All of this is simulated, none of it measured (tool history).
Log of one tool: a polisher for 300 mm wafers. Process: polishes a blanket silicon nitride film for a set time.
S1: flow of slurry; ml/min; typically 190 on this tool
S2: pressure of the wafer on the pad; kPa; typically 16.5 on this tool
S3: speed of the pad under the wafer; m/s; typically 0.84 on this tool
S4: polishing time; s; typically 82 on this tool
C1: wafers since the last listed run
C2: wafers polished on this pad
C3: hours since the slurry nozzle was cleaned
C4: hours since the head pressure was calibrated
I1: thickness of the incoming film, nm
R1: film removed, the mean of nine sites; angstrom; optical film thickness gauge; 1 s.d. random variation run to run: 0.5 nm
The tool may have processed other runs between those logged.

run,day,S1,S2,S3,S4,C1,C2,C3,C4,I1,R1
1,0,190,16.5,0.84,82,0,504,375.4,364.2,594.7,782
2,2.317,190,16.5,0.84,82,377,882,431,419.8,603.1,773
# day 9.904: head pressure recalibrated
3,14.371,190,16.5,0.84,82,1952,2834,720.3,107.2,590.1,801
4,17.129,190,16.5,0.84,82,449,3284,786.5,173.4,594.8,803
# day 18.508: slurry nozzle cleaned
# day 19.85: worn pad replaced by a new one
5,20.433,190,16.5,0.84,82,504,95,46.2,252.7,591.6,814
6,23.988,190,16.5,0.84,82,579,674,131.5,338,595.9,795
7,27.121,190,16.5,0.84,82,511,1185,206.7,413.2,582.9,799
# day 29.408: head pressure recalibrated
8,38.15,190,16.5,0.84,82,1785,2971,471.4,209.8,581.6,804
9,40.4,190,16.5,0.84,82,366,3338,525.4,263.8,584.8,796
10,44.625,190,20,0.84,97,689,4027,626.8,365.2,587.7,1081
# day 44.888: worn pad replaced by a new one
11,48.054,190,16.5,0.7,82,532,516,709.1,447.5,585.8,655
# day 50.383: slurry nozzle cleaned
# day 54.2: head pressure recalibrated
12,55.092,190,16.5,0.7,82,1127,1643,113,21.4,578.3,711
13,58.479,190,16.5,0.7,82,552,2196,194.3,102.7,594.7,705
14,61.738,190,17.9,0.84,82,531,2727,272.5,180.9,600.9,864
15,63.733,190,17.9,0.84,82,325,3053,320.4,228.8,594.1,860
16,65.362,190,16.5,0.84,82,265,3318,359.5,267.9,585.1,803
# day 67.858: worn pad replaced by a new one
17,68.154,190,16.5,0.84,82,428,47,426.5,334.9,594.8,796
18,72.362,170,20,0.84,99,686,734,527.5,435.9,590.4,1087
19,74.542,135,16.5,1.06,82,355,1089,579.8,488.2,597.6,878
# day 74.862: head pressure recalibrated
20,78.671,220,16.5,1.12,82,659,1749,678.9,91.4,590,1040
21,80.462,190,16.5,0.7,82,292,2041,721.9,134.4,595,699
# day 82.042: slurry nozzle cleaned
22,82.275,240,16.5,0.84,99,288,2330,5.6,177.9,591.4,1022
23,85.796,190,16.5,0.84,82,574,2905,90.1,262.4,597.5,817
24,87.821,190,16.5,0.76,82,330,3235,138.7,311,590.5,749
# day 88.896: worn pad replaced by a new one
25,91.792,190,17.9,0.84,82,620,472,234,406.3,581.2,848
26,93.892,190,16.5,0.84,82,342,814,284.4,456.7,586.6,784
27,98.371,240,11.7,0.84,82,730,1545,391.9,564.2,580.9,594
# day 98.779: head pressure recalibrated
28,100.533,190,16.5,0.84,82,339,1884,443.8,42.1,581.2,822
29,102.246,190,16.5,0.84,82,279,2163,484.9,83.2,582.4,816
30,104.779,190,16.5,0.64,94,413,2577,545.7,144,596.1,743
31,106.758,190,11,0.84,92,322,2900,593.2,191.5,581.1,647
32,109.096,190,16.5,0.84,82,381,3281,649.3,247.6,591.2,801
# day 111.808: slurry nozzle cleaned
33,112.879,190,16.5,1,82,610,3891,25.7,338.4,589.7,926
# day 113.412: worn pad replaced by a new one
34,114.388,220,18.6,1.12,82,218,158,61.9,374.6,591.4,1133

The tool's hidden state at each run:
removal rate lost through wear of the pad, %: 0 across all the runs
H1: slurry flow missing at the pad, %
H2: deviation of the head's pressure from its setpoint, %
run,H1,H2
1,7.7,-4.23
2,9.49,-5.42
3,22.8,0.562
4,26.8,0.0535
5,2.04,-0.871
6,2.65,-2.25
7,3.66,-3.8
8,10.8,-1.62
9,13,-2.32
10,17.6,-4.07
11,22,-5.9
12,1.44,-0.201
13,2.44,-0.478
14,3.9,-1.08
15,5.03,-1.62
16,6.09,-2.15
17,8.2,-3.26
18,12,-5.39
19,14.4,-6.71
20,19.3,0.312
21,21.7,0.0462
22,0.111,-0.326
23,0.434,-1.34
24,0.878,-2.11
25,2.3,-3.98
26,3.34,-5.17
27,6.24,-8.17
28,7.97,0.202
29,9.5,0.0615
30,12,-0.317
31,14.2,-0.753
32,16.9,-1.43
33,2.55,-2.88
34,2.68,-3.59
